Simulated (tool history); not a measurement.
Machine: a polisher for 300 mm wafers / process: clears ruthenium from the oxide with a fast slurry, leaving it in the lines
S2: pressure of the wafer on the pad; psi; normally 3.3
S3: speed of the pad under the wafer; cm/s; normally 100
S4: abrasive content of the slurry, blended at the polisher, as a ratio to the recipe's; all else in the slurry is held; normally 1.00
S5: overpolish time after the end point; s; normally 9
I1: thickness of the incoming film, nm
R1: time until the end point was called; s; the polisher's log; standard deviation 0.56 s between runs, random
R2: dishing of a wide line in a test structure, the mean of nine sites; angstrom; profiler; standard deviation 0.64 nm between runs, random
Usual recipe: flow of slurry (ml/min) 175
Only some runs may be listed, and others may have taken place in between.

Run 1, day 0.000: usual settings but S2 2.9 psi, S3 72 cm/s; I1 243.0. Result: R1 68.2 s, R2 272 angstrom.
Run 2, day 0.433: usual settings but flow of slurry (ml/min) 205; I1 241.5. Result: R1 43.2 s, R2 410 angstrom.
At day 0.946: worn pad replaced by a new one.
Run 3, day 0.967: usual settings; I1 238.1. Result: R1 44.1 s, R2 408 angstrom.
Run 4, day 1.271: usual settings; I1 237.1. Result: R1 44.5 s, R2 398 angstrom.
Run 5, day 1.558: usual settings; I1 242.0. Result: R1 47.8 s, R2 410 angstrom.
Run 6, day 1.896: usual settings but S5 7 s; I1 237.5. Result: R1 47.1 s, R2 311 angstrom.
At day 2.667: worn pad replaced by a new one.
At day 4.150: slurry blender recalibrated.
Run 7, day 4.171: usual settings but S5 7 s; I1 244.9. Result: R1 45.0 s, R2 336 angstrom.
At day 4.362: worn pad replaced by a new one.
Run 8, day 4.567: usual settings but S4 0.90, S5 12 s; I1 240.1. Result: R1 43.0 s, R2 544 angstrom.
At day 4.704: slurry nozzle cleaned.
Run 9, day 4.967: usual settings but S4 0.90, S5 12 s; I1 244.6. Result: R1 44.7 s, R2 552 angstrom.
Run 10, day 5.450: usual settings but S3 120 cm/s; I1 240.3. Result: R1 35.6 s, R2 501 angstrom.
Run 11, day 6.104: usual settings; I1 242.8. Result: R1 43.5 s, R2 430 angstrom.
At day 6.633: worn pad replaced by a new one.
Run 12, day 6.654: usual settings; I1 238.5. Result: R1 42.0 s, R2 437 angstrom.
Run 13, day 6.958: usual settings but S4 0.85, S5 13 s; I1 240.2. Result: R1 45.3 s, R2 577 angstrom.
At day 7.362: head pressure recalibrated.
Run 14, day 7.383: usual settings but S2 3.7 psi, S3 122 cm/s, S4 0.70; I1 240.5. Result: R1 35.9 s, R2 504 angstrom.
Run 15, day 7.571: usual settings but S2 3.7 psi, S5 13 s; I1 239.4. Result: R1 39.2 s, R2 645 angstrom.
At day 8.383: worn pad replaced by a new one.
Run 16, day 8.404: usual settings but S3 74 cm/s, S5 6 s; I1 238.0. Result: R1 56.9 s, R2 214 angstrom.
Run 17, day 8.879: usual settings but flow of slurry (ml/min) 145, S3 136 cm/s, S4 0.90; I1 242.1. Result: R1 34.3 s, R2 538 angstrom.
Run 18, day 9.438: usual settings but flow of slurry (ml/min) 220, S2 2.9 psi, S4 1.15, S5 4 s; I1 240.0. Result: R1 43.4 s, R2 193 angstrom.
Run 19, day 9.929: usual settings; I1 240.9. Result: R1 43.9 s, R2 422 angstrom.

Branching from run 19: 4 alternative next runs. What would each branch give?
Run A, day 9.946: usual settings but S5 14 s; I1 239.0. Result: R1 ?, R2 ?.
Run B, day 9.946: usual settings but flow of slurry (ml/min) 220, S2 3.6 psi, S5 7 s; I1 239.0. Result: R1 ?, R2 ?.
Run C, day 9.946: usual settings but S4 0.85, S5 6 s; I1 239.0. Result: R1 ?, R2 ?.
Run D, day 9.946: usual settings but S2 3.0 psi; I1 239.0. Result: R1 ?, R2 ?.

run    R1   R2
  A  42.9  634
  B  39.1  365
  C  45.1  275
  D  45.7  400
With the hidden condition removed and each run's random variation left untouched, the same runs would have given:
run    R1   R2
  A  41.6  651
  B  38.0  375
  C  43.7  284
  D  44.3  411

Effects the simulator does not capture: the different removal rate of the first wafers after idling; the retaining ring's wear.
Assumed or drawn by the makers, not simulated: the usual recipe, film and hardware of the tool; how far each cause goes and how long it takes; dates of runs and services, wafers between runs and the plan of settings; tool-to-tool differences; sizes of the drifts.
